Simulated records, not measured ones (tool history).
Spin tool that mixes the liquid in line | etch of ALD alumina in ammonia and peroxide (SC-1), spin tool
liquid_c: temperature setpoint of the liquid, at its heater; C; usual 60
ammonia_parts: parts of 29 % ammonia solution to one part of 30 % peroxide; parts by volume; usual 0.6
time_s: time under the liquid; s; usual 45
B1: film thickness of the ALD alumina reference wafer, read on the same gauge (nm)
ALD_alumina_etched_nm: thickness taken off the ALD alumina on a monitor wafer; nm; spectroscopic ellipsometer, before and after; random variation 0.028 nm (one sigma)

{"run": 1, "hour": 0.0, "liquid_c": 60, "ammonia_parts": 0.6, "time_s": 45, "B1": 39.73, "ALD_alumina_etched_nm": 5.77}
{"run": 2, "hour": 13.4, "liquid_c": 60, "ammonia_parts": 0.6, "time_s": 45, "B1": 39.73, "ALD_alumina_etched_nm": 5.82}
{"run": 3, "hour": 35.7, "liquid_c": 60, "ammonia_parts": 0.6, "time_s": 45, "B1": 39.69, "ALD_alumina_etched_nm": 5.74}
{"run": 4, "hour": 69.4, "liquid_c": 60, "ammonia_parts": 0.6, "time_s": 45, "B1": 39.65, "ALD_alumina_etched_nm": 5.78}
{"hour": 81.0, "done": "thermometer replaced"}
{"run": 5, "hour": 99.5, "liquid_c": 60, "ammonia_parts": 0.6, "time_s": 45, "B1": 39.59, "ALD_alumina_etched_nm": 5.79}
{"run": 6, "hour": 116.8, "liquid_c": 60, "ammonia_parts": 0.6, "time_s": 45, "B1": 39.57, "ALD_alumina_etched_nm": 5.75}
{"run": 7, "hour": 144.6, "liquid_c": 60, "ammonia_parts": 0.6, "time_s": 45, "B1": 39.5, "ALD_alumina_etched_nm": 5.79}
{"run": 8, "hour": 173.9, "liquid_c": 60, "ammonia_parts": 0.6, "time_s": 45, "B1": 39.44, "ALD_alumina_etched_nm": 5.73}
{"run": 9, "hour": 186.9, "liquid_c": 60, "ammonia_parts": 0.6, "time_s": 45, "B1": 39.4, "ALD_alumina_etched_nm": 5.75}
{"run": 10, "hour": 213.3, "liquid_c": 60, "ammonia_parts": 0.6, "time_s": 45, "B1": 39.34, "ALD_alumina_etched_nm": 5.71}
{"hour": 240.5, "done": "ammonia flow meter replaced"}
{"run": 11, "hour": 244.4, "liquid_c": 69, "ammonia_parts": 0.5, "time_s": 20, "B1": 39.28, "ALD_alumina_etched_nm": 3.94}
{"run": 12, "hour": 264.7, "liquid_c": 57, "ammonia_parts": 0.6, "time_s": 45, "B1": 39.24, "ALD_alumina_etched_nm": 4.92}
{"run": 13, "hour": 285.8, "liquid_c": 63, "ammonia_parts": 0.6, "time_s": 35, "B1": 39.15, "ALD_alumina_etched_nm": 5.18}
{"run": 14, "hour": 307.2, "liquid_c": 60, "ammonia_parts": 0.75, "time_s": 45, "B1": 39.12, "ALD_alumina_etched_nm": 5.85}
{"run": 15, "hour": 322.0, "liquid_c": 60, "ammonia_parts": 0.6, "time_s": 65, "B1": 39.06, "ALD_alumina_etched_nm": 8.26}
{"hour": 328.4, "done": "gauge calibrated"}
{"run": 16, "hour": 342.4, "liquid_c": 63.5, "ammonia_parts": 0.7, "time_s": 45, "B1": 40.07, "ALD_alumina_etched_nm": 7.09}
{"run": 17, "hour": 364.7, "liquid_c": 60, "ammonia_parts": 0.6, "time_s": 45, "B1": 40.13, "ALD_alumina_etched_nm": 5.84}
{"hour": 372.9, "done": "heated supply line repaired"}
{"run": 18, "hour": 387.7, "liquid_c": 66.5, "ammonia_parts": 0.35, "time_s": 25, "B1": 40.09, "ALD_alumina_etched_nm": 4.24}
{"hour": 403.9, "done": "new drum of ammonia solution connected"}
{"run": 19, "hour": 414.3, "liquid_c": 60, "ammonia_parts": 0.6, "time_s": 45, "B1": 40.08, "ALD_alumina_etched_nm": 5.82}
{"run": 20, "hour": 428.8, "liquid_c": 60, "ammonia_parts": 0.7, "time_s": 45, "B1": 40.07, "ALD_alumina_etched_nm": 5.94}
{"run": 21, "hour": 443.9, "liquid_c": 60, "ammonia_parts": 0.6, "time_s": 45, "B1": 40.06, "ALD_alumina_etched_nm": 5.91}
{"run": 22, "hour": 473.2, "liquid_c": 66, "ammonia_parts": 0.6, "time_s": 45, "B1": 40.05, "ALD_alumina_etched_nm": 7.9}
{"run": 23, "hour": 508.4, "liquid_c": 60, "ammonia_parts": 0.6, "time_s": 45, "B1": 40, "ALD_alumina_etched_nm": 5.82}
{"run": 24, "hour": 535.1, "liquid_c": 60, "ammonia_parts": 0.75, "time_s": 30, "B1": 39.98, "ALD_alumina_etched_nm": 3.98}
{"run": 25, "hour": 568.8, "liquid_c": 65, "ammonia_parts": 0.45, "time_s": 30, "B1": 39.94, "ALD_alumina_etched_nm": 4.85}

Below, some changes in ALD_alumina_etched_nm between adjacent runs. For each, the amount present without the hidden state too (settings, incoming material, random variation) and the amount remaining for the hidden state with gauge scatter not shared by both compared results:
The tool's hidden condition here consists of: liquid hotter than its thermometer reads (K); ammonia flow below the setpoint (%); temperature lost on the way to the wafer (K); ammonia solution weaker than its label (%); gauge reads high (%).
Run 14 -> 15: ammonia_parts 0.75 -> 0.6, time_s 45 -> 65. ALD_alumina_etched_nm +2.41 nm: hidden state -0.06, all else +2.47.
Run 15 -> 16: liquid_c 60 -> 63.5, ammonia_parts 0.6 -> 0.7, time_s 65 -> 45, gauge calibrated. ALD_alumina_etched_nm -1.17 nm: hidden state +0.22, all else -1.39.
Run 22 -> 23: liquid_c 66 -> 60. ALD_alumina_etched_nm -2.08 nm: hidden state +0, all else -2.08.

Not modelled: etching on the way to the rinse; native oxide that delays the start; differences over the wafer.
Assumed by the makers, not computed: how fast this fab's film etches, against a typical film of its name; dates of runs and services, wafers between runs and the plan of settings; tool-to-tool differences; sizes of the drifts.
